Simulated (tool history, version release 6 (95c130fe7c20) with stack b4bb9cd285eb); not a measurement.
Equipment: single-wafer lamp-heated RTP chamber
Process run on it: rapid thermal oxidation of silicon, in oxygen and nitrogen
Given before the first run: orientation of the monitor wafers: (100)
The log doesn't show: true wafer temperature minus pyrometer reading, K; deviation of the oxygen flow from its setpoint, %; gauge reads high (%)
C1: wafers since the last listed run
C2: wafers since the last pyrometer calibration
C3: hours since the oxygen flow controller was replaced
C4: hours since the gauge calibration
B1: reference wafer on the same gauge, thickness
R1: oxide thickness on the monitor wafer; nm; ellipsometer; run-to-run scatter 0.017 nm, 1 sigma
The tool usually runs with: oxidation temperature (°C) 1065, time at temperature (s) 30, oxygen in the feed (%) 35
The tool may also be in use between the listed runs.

Run 1, hour 0.0: usual settings but time at temperature (s) 41; C1 0; C2 1103; C3 4704.0; C4 181.3; B1 4.328. Result: R1 5.318 nm.
Run 2, hour 34.7: usual settings but time at temperature (s) 41; C1 369; C2 1472; C3 4738.7; C4 216.0; B1 4.332. Result: R1 5.288 nm.
Run 3, hour 46.8: usual settings but oxygen in the feed (%) 17; C1 128; C2 1601; C3 4750.8; C4 228.1; B1 4.332. Result: R1 3.693 nm.
Run 4, hour 80.4: usual settings but oxygen in the feed (%) 17; C1 358; C2 1960; C3 4784.4; C4 261.7; B1 4.337. Result: R1 3.712 nm.
Run 5, hour 111.9: usual settings but time at temperature (s) 38; C1 335; C2 2295; C3 4815.9; C4 293.2; B1 4.338. Result: R1 5.148 nm.
Run 6, hour 139.1: usual settings but time at temperature (s) 38; C1 289; C2 2585; C3 4843.1; C4 320.4; B1 4.348. Result: R1 5.153 nm.
Run 7, hour 167.5: usual settings but time at temperature (s) 38; C1 302; C2 2888; C3 4871.5; C4 348.8; B1 4.350. Result: R1 5.142 nm.
At hour 206.2: oxygen flow controller replaced.
At hour 208.8: pyrometer window cleaned and pyrometer calibrated.
Run 8, hour 209.3: usual settings but oxidation temperature (°C) 1036, time at temperature (s) 43; C1 332; C2 5; C3 3.1; C4 390.6; B1 4.362. Result: R1 4.514 nm.
At hour 223.5: gauge calibrated.
Run 9, hour 225.8: usual settings but time at temperature (s) 40, oxygen in the feed (%) 17; C1 175; C2 181; C3 19.6; C4 2.3; B1 4.305. Result: R1 4.128 nm.
Run 10, hour 252.6: usual settings but time at temperature (s) 21; C1 285; C2 466; C3 46.4; C4 29.1; B1 4.313. Result: R1 4.027 nm.
Run 11, hour 284.3: usual settings; C1 337; C2 804; C3 78.1; C4 60.8; B1 4.316. Result: R1 4.630 nm.
Run 12, hour 305.2: usual settings but oxidation temperature (°C) 1091, time at temperature (s) 22, oxygen in the feed (%) 55; C1 222; C2 1027; C3 99.0; C4 81.7; B1 4.322. Result: R1 5.597 nm.
Run 13, hour 333.6: usual settings but oxidation temperature (°C) 1045, time at temperature (s) 16, oxygen in the feed (%) 62; C1 302; C2 1330; C3 127.4; C4 110.1; B1 4.326. Result: R1 3.870 nm.
Run 14, hour 368.6: usual settings but oxidation temperature (°C) 1040, time at temperature (s) 16; C1 373; C2 1703; C3 162.4; C4 145.1; B1 4.339. Result: R1 3.149 nm.
Run 15, hour 427.9: usual settings; C1 632; C2 2335; C3 221.7; C4 204.4; B1 4.340. Result: R1 4.644 nm.

Below are 4 alternative next runs, each starting from the tool's condition after run 15. Predict each:
Run A, hour 428.3: usual settings but oxidation temperature (°C) 1077; C1 4; C2 2339; C3 222.1; C4 204.8; B1 ?. Result: R1 ?.
Run B, hour 428.3: usual settings but oxygen in the feed (%) 60; C1 4; C2 2339; C3 222.1; C4 204.8; B1 ?. Result: R1 ?.
Run C, hour 428.3: usual settings but oxidation temperature (°C) 1055, time at temperature (s) 19; C1 4; C2 2339; C3 222.1; C4 204.8; B1 ?. Result: R1 ?.
Run D, hour 428.3: usual settings but oxidation temperature (°C) 1047, time at temperature (s) 19; C1 4; C2 2339; C3 222.1; C4 204.8; B1 ?. Result: R1 ?.

run     B1     R1
  A  4.344  5.026
  B  4.344  5.600
  C  4.344  3.658
  D  4.344  3.489
Take away the tool's hidden state, keep each run's random variation, and the runs would have read:
run     R1
  A  4.977
  B  5.545
  C  3.622
  D  3.455

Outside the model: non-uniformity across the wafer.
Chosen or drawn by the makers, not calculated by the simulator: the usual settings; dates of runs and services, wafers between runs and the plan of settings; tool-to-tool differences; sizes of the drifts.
